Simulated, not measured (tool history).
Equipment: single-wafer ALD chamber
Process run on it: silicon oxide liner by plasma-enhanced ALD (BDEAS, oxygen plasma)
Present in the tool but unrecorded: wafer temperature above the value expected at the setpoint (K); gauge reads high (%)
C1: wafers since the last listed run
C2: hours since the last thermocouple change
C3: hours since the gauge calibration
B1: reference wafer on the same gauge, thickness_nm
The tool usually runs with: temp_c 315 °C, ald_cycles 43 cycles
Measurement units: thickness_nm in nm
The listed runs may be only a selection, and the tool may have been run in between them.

{"run": 1, "day": 0.0, "temp_c": 315, "ald_cycles": 43, "C1": 0, "C2": 2021.2, "C3": 434.1, "B1": 3.592, "thickness_nm": 3.798}
{"run": 2, "day": 1.846, "temp_c": 315, "ald_cycles": 43, "C1": 225, "C2": 2065.5, "C3": 478.4, "B1": 3.59, "thickness_nm": 3.79}
{"run": 3, "day": 4.308, "temp_c": 315, "ald_cycles": 43, "C1": 300, "C2": 2124.6, "C3": 537.5, "B1": 3.592, "thickness_nm": 3.788}
{"run": 4, "day": 7.075, "temp_c": 315, "ald_cycles": 43, "C1": 337, "C2": 2191.0, "C3": 603.9, "B1": 3.59, "thickness_nm": 3.796}
{"run": 5, "day": 9.162, "temp_c": 315, "ald_cycles": 43, "C1": 254, "C2": 2241.1, "C3": 654.0, "B1": 3.59, "thickness_nm": 3.793}
{"run": 6, "day": 12.1, "temp_c": 315, "ald_cycles": 43, "C1": 358, "C2": 2311.6, "C3": 724.5, "B1": 3.589, "thickness_nm": 3.797}
{"run": 7, "day": 13.975, "temp_c": 315, "ald_cycles": 43, "C1": 228, "C2": 2356.6, "C3": 769.5, "B1": 3.591, "thickness_nm": 3.791}
{"day": 13.983, "done": "gauge calibrated"}
{"run": 8, "day": 18.354, "temp_c": 326, "ald_cycles": 43, "C1": 534, "C2": 2461.7, "C3": 104.9, "B1": 3.589, "thickness_nm": 3.736}
{"run": 9, "day": 21.483, "temp_c": 302, "ald_cycles": 43, "C1": 381, "C2": 2536.8, "C3": 180.0, "B1": 3.589, "thickness_nm": 3.846}
{"day": 21.862, "done": "thermocouple changed; heater temperature recalibrated"}
{"run": 10, "day": 25.675, "temp_c": 307, "ald_cycles": 43, "C1": 470, "C2": 91.5, "C3": 280.6, "B1": 3.588, "thickness_nm": 3.812}
{"run": 11, "day": 29.954, "temp_c": 315, "ald_cycles": 43, "C1": 522, "C2": 194.2, "C3": 383.3, "B1": 3.594, "thickness_nm": 3.782}
{"run": 12, "day": 33.817, "temp_c": 323, "ald_cycles": 35, "C1": 471, "C2": 286.9, "C3": 476.0, "B1": 3.588, "thickness_nm": 3.044}
{"run": 13, "day": 36.85, "temp_c": 326, "ald_cycles": 35, "C1": 370, "C2": 359.7, "C3": 548.8, "B1": 3.591, "thickness_nm": 3.042}
{"day": 38.788, "done": "gauge calibrated"}
{"run": 14, "day": 41.012, "temp_c": 319, "ald_cycles": 38, "C1": 508, "C2": 459.6, "C3": 53.4, "B1": 3.589, "thickness_nm": 3.339}

Alternative continuations, all from the tool just after run 14; predict every row:
{"run": "A", "day": 41.033, "temp_c": 315, "ald_cycles": 49, "C1": 2, "C2": 460.1, "C3": 53.9, "B1": "?", "thickness_nm": "?"}
{"run": "B", "day": 41.033, "temp_c": 301, "ald_cycles": 35, "C1": 2, "C2": 460.1, "C3": 53.9, "B1": "?", "thickness_nm": "?"}
{"run": "C", "day": 41.033, "temp_c": 300, "ald_cycles": 37, "C1": 2, "C2": 460.1, "C3": 53.9, "B1": "?", "thickness_nm": "?"}
{"run": "D", "day": 41.033, "temp_c": 325, "ald_cycles": 48, "C1": 2, "C2": 460.1, "C3": 53.9, "B1": "?", "thickness_nm": "?"}

run=A B1=3.592 thickness_nm=4.310
run=B B1=3.592 thickness_nm=3.132
run=C B1=3.592 thickness_nm=3.316
run=D B1=3.592 thickness_nm=4.169
Without the tool's hidden state the same runs would have given:
run=A thickness_nm=4.310
run=B thickness_nm=3.132
run=C thickness_nm=3.316
run=D thickness_nm=4.169
